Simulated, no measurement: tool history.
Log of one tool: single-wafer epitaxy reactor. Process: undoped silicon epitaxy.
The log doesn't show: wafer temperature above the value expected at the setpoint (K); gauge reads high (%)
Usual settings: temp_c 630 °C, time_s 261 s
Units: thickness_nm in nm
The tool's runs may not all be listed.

run    hour  temp_c  time_s  wafers since the last listed run  hours since the last pyrometer calibration  hours since the gauge calibration  read-back reference wafer on the same gauge, thickness_nm  thickness_nm
  1     0.0     630     261                                 0                                      1044.1                             1368.1                                                     26.283        30.444
  2    42.0     630     261                               273                                      1086.1                             1410.1                                                     26.299        30.553
  3    85.0     630     261                               279                                      1129.1                             1453.1                                                     26.313        30.670
  4   116.3     630     261                               203                                      1160.4                             1484.4                                                     26.314        30.892
  5   169.7     630     261                               347                                      1213.8                             1537.8                                                     26.323        30.817
  6   218.8     620     261                               319                                      1262.9                             1586.9                                                     26.325        25.130
  7   245.0     620     261                               170                                      1289.1                             1613.1                                                     26.322        25.077
  8   298.5     630     235                               347                                      1342.6                             1666.6                                                     26.284        27.832
  9   384.6     630     287                               559                                      1428.7                             1752.7                                                     26.319        34.112
 10   440.1     630     287                               360                                      1484.2                             1808.2                                                     26.303        34.386
 11   492.3     630     295                               339                                      1536.4                             1860.4                                                     26.309        34.960
 12   519.8     630     295                               178                                      1563.9                             1887.9                                                     26.278        35.472
 13   563.9     630     261                               286                                      1608.0                             1932.0                                                     26.301        31.197
 14   608.9     630     261                               292                                      1653.0                             1977.0                                                     26.319        31.453
 15   670.4     630     261                               399                                      1714.5                             2038.5                                                     26.281        31.084
 16   735.3     640     244                               421                                      1779.4                             2103.4                                                     26.294        35.830
 17   763.8     640     244                               185                                      1807.9                             2131.9                                                     26.307        36.364
 18   814.5     640     244                               329                                      1858.6                             2182.6                                                     26.302        36.147
      815.1  -- gauge calibrated
 19   851.7     630     261                               241                                      1895.8                               36.6                                                     26.275        31.429
 20   910.7     630     261                               383                                      1954.8                               95.6                                                     26.322        31.728
 21   981.3     630     261                               458                                      2025.4                              166.2                                                     26.283        31.834
 22  1020.2     630     231                               252                                      2064.3                              205.1                                                     26.298        28.095
 23  1081.5     630     261                               398                                      2125.6                              266.4                                                     26.320        31.874
 24  1119.1     619     278                               244                                      2163.2                              304.0                                                     26.300        27.356
 25  1189.9     630     303                               460                                      2234.0                              374.8                                                     26.258        37.050
 26  1231.8     630     261                               272                                      2275.9                              416.7                                                     26.293        32.134
 27  1277.4     621     305                               296                                      2321.5                              462.3                                                     26.292        31.568
 28  1333.8     620     279                               366                                      2377.9                              518.7                                                     26.310        28.311
 29  1372.8     625     303                               253                                      2416.9                              557.7                                                     26.282        33.849
 30  1401.6     625     210                               187                                      2445.7                              586.5                                                     26.275        23.653
 31  1442.9     630     261                               268                                      2487.0                              627.8                                                     26.313        32.695
     1481.5  -- pyrometer calibrated
 32  1495.8     623     296                               291                                        14.3                              680.7                                                     26.290        29.678
 33  1529.8     630     261                               221                                        48.3                              714.7                                                     26.278        30.399
 34  1560.1     622     277                               196                                        78.6                              745.0                                                     26.293        27.048
 35  1623.2     637     305                               410                                       141.7                              808.1                                                     26.282        41.042
 36  1653.0     644     306                               193                                       171.5                              837.9                                                     26.312        47.328
 37  1721.2     619     212                               443                                       239.7                              906.1                                                     26.279        19.395
 38  1771.3     630     276                               325                                       289.8                              956.2                                                     26.331        31.932
 39  1799.9     630     286                               185                                       318.4                              984.8                                                     26.270        33.225
 40  1870.4     642     261                               458                                       388.9                             1055.3                                                     26.288        38.837
 41  1936.3     620     238                               428                                       454.8                             1121.2                                                     26.320        22.211
 42  1997.9     630     261                               400                                       516.4                             1182.8                                                     26.313        30.425
 43  2039.6     616     209                               271                                       558.1                             1224.5                                                     26.324        18.229
 44  2110.6     630     261                               461                                       629.1                             1295.5                                                     26.337        30.184
 45  2138.8     618     307                               183                                       657.3                             1323.7                                                     26.295        27.894
 46  2206.8     630     304                               442                                       725.3                             1391.7                                                     26.274        35.444
 47  2269.3     625     246                               406                                       787.8                             1454.2                                                     26.297        25.813

Forecast each of these 4 alternatives for the next run:
  A  2269.8     645     261                                 3                                       788.3                             1454.7                                                          ?             ?
  B  2269.8     641     215                                 3                                       788.3                             1454.7                                                          ?             ?
  C  2269.8     630     298                                 3                                       788.3                             1454.7                                                          ?             ?
  D  2269.8     643     261                                 3                                       788.3                             1454.7                                                          ?             ?

run  read-back reference wafer on the same gauge, thickness_nm  thickness_nm
  A                                                     26.303        40.878
  B                                                     26.303        31.074
  C                                                     26.303        34.418
  D                                                     26.303        39.272
Without the tool's hidden state the same runs would have given:
run  thickness_nm
  A        40.669
  B        30.914
  C        34.237
  D        39.071

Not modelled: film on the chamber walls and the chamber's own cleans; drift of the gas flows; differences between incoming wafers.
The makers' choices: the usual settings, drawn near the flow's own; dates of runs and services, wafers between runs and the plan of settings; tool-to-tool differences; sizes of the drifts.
